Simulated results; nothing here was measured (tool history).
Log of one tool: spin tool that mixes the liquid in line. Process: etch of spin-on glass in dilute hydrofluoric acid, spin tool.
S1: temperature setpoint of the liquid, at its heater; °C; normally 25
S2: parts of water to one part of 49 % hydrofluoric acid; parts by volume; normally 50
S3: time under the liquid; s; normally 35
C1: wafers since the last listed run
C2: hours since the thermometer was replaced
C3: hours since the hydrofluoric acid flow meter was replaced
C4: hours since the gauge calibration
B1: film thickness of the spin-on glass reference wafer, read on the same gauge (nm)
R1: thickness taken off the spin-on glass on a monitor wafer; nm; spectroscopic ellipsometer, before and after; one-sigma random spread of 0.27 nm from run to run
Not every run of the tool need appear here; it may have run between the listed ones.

run	hour	S1	S2	S3	C1	C2	C3	C4	B1	R1
1	0	25	50	35	0	2237.8	1232.6	696.1	154.1	33.32
2	68.8	25	50	35	749	2306.6	1301.4	764.9	154.5	33.05
3	97	27	50	35	307	2334.8	1329.6	793.1	154.69	35.97
4	136.4	27	50	35	429	2374.2	1369	832.5	154.91	35.74
5	186.2	25	50	50	542	2424	1418.8	882.3	155.23	48.05
6	211.3	25	50	50	273	2449.1	1443.9	907.4	155.29	48
7	265.8	25	50	50	593	2503.6	1498.4	961.9	155.62	48.19
8	313.5	25	50	35	519	2551.3	1546.1	1009.6	155.96	33.78
# hour 366.7: hydrofluoric acid flow meter replaced
# hour 470.9: thermometer replaced
9	521.9	25	30	35	2248	51	155.2	1218	157.25	57.93
# hour 539.5: gauge calibrated
10	556.5	25	50	20	376	85.6	189.8	17	150.65	18.88
11	605.6	27	50	35	534	134.7	238.9	66.1	150.94	35.45
12	666.4	29	60	45	662	195.5	299.7	126.9	151.35	41.11
13	693.8	21.5	45	30	298	222.9	327.1	154.3	151.49	27.51
14	728.3	25	40	25	375	257.4	361.6	188.8	151.74	29.84
15	788.8	25	50	35	659	317.9	422.1	249.3	152.04	32.96
16	852.6	25	70	25	695	381.7	485.9	313.1	152.41	16.43
17	889	23.5	70	35	396	418.1	522.3	349.5	152.67	21.51
18	922	25	50	30	359	451.1	555.3	382.5	152.89	28.28
19	971.8	28.5	35	20	542	500.9	605.1	432.3	153.15	31.9

5 ways to go on from here, each from the tool as it stands after run 19. What would each give?
A	972.2	25	50	35	4	501.3	605.5	432.7	?	?
B	972.2	28	35	45	4	501.3	605.5	432.7	?	?
C	972.2	29	50	45	4	501.3	605.5	432.7	?	?
D	972.2	29	45	15	4	501.3	605.5	432.7	?	?
E	972.2	28.5	35	45	4	501.3	605.5	432.7	?	?

run	B1	R1
A	153.14	32.95
B	153.14	69.85
C	153.14	49.76
D	153.14	18.57
E	153.14	71.27
Without the tool's unlogged condition, the same runs would have read:
run	R1
A	32.27
B	68.41
C	48.73
D	18.18
E	69.8
